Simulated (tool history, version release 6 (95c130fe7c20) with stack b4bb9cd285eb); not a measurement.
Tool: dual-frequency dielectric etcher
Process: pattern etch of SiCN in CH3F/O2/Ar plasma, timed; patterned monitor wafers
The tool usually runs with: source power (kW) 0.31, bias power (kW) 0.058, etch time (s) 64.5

run,hour,source power (kW),bias power (kW),etch time (s),"read-back reference wafer on the same gauge, depth_nm",mean etch depth across the wafer (Å)
1,0,0.34,0.058,64.5,18.2,217.8
2,66.2,0.27,0.063,64.5,18.14,215.7
3,97,0.27,0.063,64.5,18.12,216
# hour 148: wet clean of the chamber
4,148.5,0.27,0.063,64.5,18.09,216.4
5,207.2,0.31,0.058,51.5,18.04,171.7
6,392.5,0.31,0.058,51.5,17.9,169.4
7,416.9,0.31,0.058,49.5,17.89,162.8
8,488.8,0.31,0.058,49.5,17.87,163.6
9,555.3,0.31,0.058,49.5,17.81,161.9
# hour 605.8: wet clean of the chamber
10,606.5,0.31,0.058,49.5,17.74,161.5
11,634,0.31,0.058,70,17.71,228.6
# hour 657.9: gauge calibrated
12,705.9,0.35,0.058,52.5,18.43,184.4
# hour 730: bias power generator calibrated
13,758.5,0.31,0.053,64.5,18.4,211.3
14,813,0.31,0.058,51.5,18.35,173.7
# hour 857: upper electrode replaced
15,874.7,0.39,0.065,77,18.33,286.7
# hour 938.6: source power generator calibrated
16,1032.5,0.31,0.058,51.5,18.21,173.4
# hour 1112.5: wet clean of the chamber
17,1158.6,0.25,0.054,79,18.14,243.4
18,1209.3,0.24,0.048,81,18.05,235.4

Consider 3 possible next runs. They are alternatives, not a sequence: every one starts from the tool as it was left by run 18. What does each give?
A,1209.7,0.24,0.058,64.5,?,?
B,1209.7,0.33,0.071,73,?,?
C,1209.7,0.35,0.05,70,?,?

run,"read-back reference wafer on the same gauge, depth_nm",mean etch depth across the wafer (Å)
A,18.07,199.9
B,18.07,265.6
C,18.07,221.8
With no hidden state in the tool, these same runs would have given:
run,mean etch depth across the wafer (Å)
A,204.7
B,272
C,227.2

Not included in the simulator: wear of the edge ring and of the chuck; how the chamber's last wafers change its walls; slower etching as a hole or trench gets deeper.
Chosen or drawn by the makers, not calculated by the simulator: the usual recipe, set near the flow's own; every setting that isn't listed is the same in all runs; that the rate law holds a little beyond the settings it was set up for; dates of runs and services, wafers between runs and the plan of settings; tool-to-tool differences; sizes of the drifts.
